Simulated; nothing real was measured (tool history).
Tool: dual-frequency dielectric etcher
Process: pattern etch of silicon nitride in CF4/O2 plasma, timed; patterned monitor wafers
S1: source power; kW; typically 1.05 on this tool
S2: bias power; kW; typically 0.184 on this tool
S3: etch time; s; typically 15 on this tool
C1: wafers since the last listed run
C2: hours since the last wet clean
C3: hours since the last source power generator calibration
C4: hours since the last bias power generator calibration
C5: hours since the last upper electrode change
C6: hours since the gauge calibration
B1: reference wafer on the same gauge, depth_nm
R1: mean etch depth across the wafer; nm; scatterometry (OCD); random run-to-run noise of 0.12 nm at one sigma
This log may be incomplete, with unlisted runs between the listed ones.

run     day    S1     S2    S3   C1     C2      C3      C4      C5     C6    B1    R1
  1       0  1.05  0.184    15    0  407.4  4422.2  4347.5  2750.6  152.3  49.8    55
  2   0.629  1.05  0.184    15  230  422.5  4437.3  4362.6  2765.7  167.4  49.8  54.9
  3   1.067  1.05  0.184    15  160    433  4447.8  4373.1  2776.2  177.9  49.8  55.1
  4   2.129  1.05  0.184    13  388  458.5  4473.3  4398.6  2801.7  203.4  49.8  47.7
  5   2.425  1.05  0.184    13  108  465.6  4480.4  4405.7  2808.8  210.5  49.8  47.9
  6   2.983  1.05  0.184    13  204    479  4493.8  4419.1  2822.2  223.9  49.8  47.6
      3.617  -- bias power generator calibrated
  7   3.638  0.94  0.165    15  178  494.7  4509.5     0.5  2837.9  239.6  49.8  47.5
  8   3.962  1.05  0.198    15  118  502.5  4517.3     8.3  2845.7  247.4  49.8  57.2
  9   4.992  1.05  0.184    15  376  527.2    4542      33  2870.4  272.1  49.8  54.9
 10   5.367  1.05  0.184    15  137  536.2    4551      42  2879.4  281.1  49.8    55
      6.458  -- wet clean of the chamber
 11   6.479  1.05  0.173    15   41    0.5  4577.7    68.7  2906.1  307.8  49.8  53.2
 12   6.562  1.05   0.22    15   30    2.5  4579.7    70.7  2908.1  309.8  49.8  59.5
 13   7.062  0.96  0.184  11.5  183   14.5  4591.7    82.7  2920.1  321.8  49.8  38.8
 14   7.462  1.05  0.184    12  146   24.1  4601.3    92.3  2929.7  331.4  49.8  43.7
 15   8.092  1.05  0.169  11.5  230   39.2  4616.4   107.4  2944.8  346.5  49.8  40.3
 16   8.779  1.05  0.184    15  251   55.7  4632.9   123.9  2961.3    363  49.8  54.6
 17   9.133  1.05  0.184  10.5  129   64.2  4641.4   132.4  2969.8  371.5  49.8  38.2
      9.425  -- source power generator calibrated
 18  10.454  1.05  0.184    15  422   95.9    24.7   164.1  3001.5  403.2  49.8  54.7
     11.483  -- upper electrode replaced
 19  11.504  1.05  0.205    15   18  121.1    49.9   189.3     0.5  428.4  49.8  57.5
 20  11.517  1.05  0.184    15    4  121.4    50.2   189.6     0.8  428.7  49.8  54.8
     12.083  -- gauge calibrated
 21  12.133  1.05  0.208    17  225  136.2      65   204.4    15.6    1.2  49.9  65.7
 22  12.462  1.05  0.184    15  120  144.1    72.9   212.3    23.5    9.1  49.8  54.7
 23  12.875  1.05  0.222    15  151    154    82.8   222.2    33.4     19  49.8  59.6
 24  13.142  0.86  0.184    15   97  160.4    89.2   228.6    39.8   25.4  49.8    46
 25    15.2  1.25    0.2    15  753  209.8   138.6     278    89.2   74.8  49.8  66.1
 26  15.642  1.05  0.203  11.5  161  220.4   149.2   288.6    99.8   85.4  49.8  43.9
 27  16.042  0.96  0.171    15  146    230   158.8   298.2   109.4     95  49.8  49.1
 28  16.321  1.18  0.184    15  102  236.7   165.5   304.9   116.1  101.7  49.8  60.7
 29  16.962  0.87  0.197  19.5  234  252.1   180.9   320.3   131.5  117.1  49.8  62.8
 30  17.308  0.96  0.184    15  126  260.4   189.2   328.6   139.8  125.4  49.8  50.9
 31  17.708  1.05  0.184  19.5  146    270   198.8   338.2   149.4    135  49.8  71.4

Forecast each of these 3 alternatives for the next run:
  A  17.725  1.05  0.184  15   6  270.4  199.2  338.6  149.8  135.4   ?   ?
  B  17.725  0.84  0.149  18   6  270.4  199.2  338.6  149.8  135.4   ?   ?
  C  17.725  1.17  0.147  15   6  270.4  199.2  338.6  149.8  135.4   ?   ?

run    B1    R1
  A  49.8  54.8
  B  49.8  49.2
  C  49.8  54.3
Without the tool's unlogged condition, the same runs would have read:
run    R1
  A  54.5
  B  48.9
  C    54
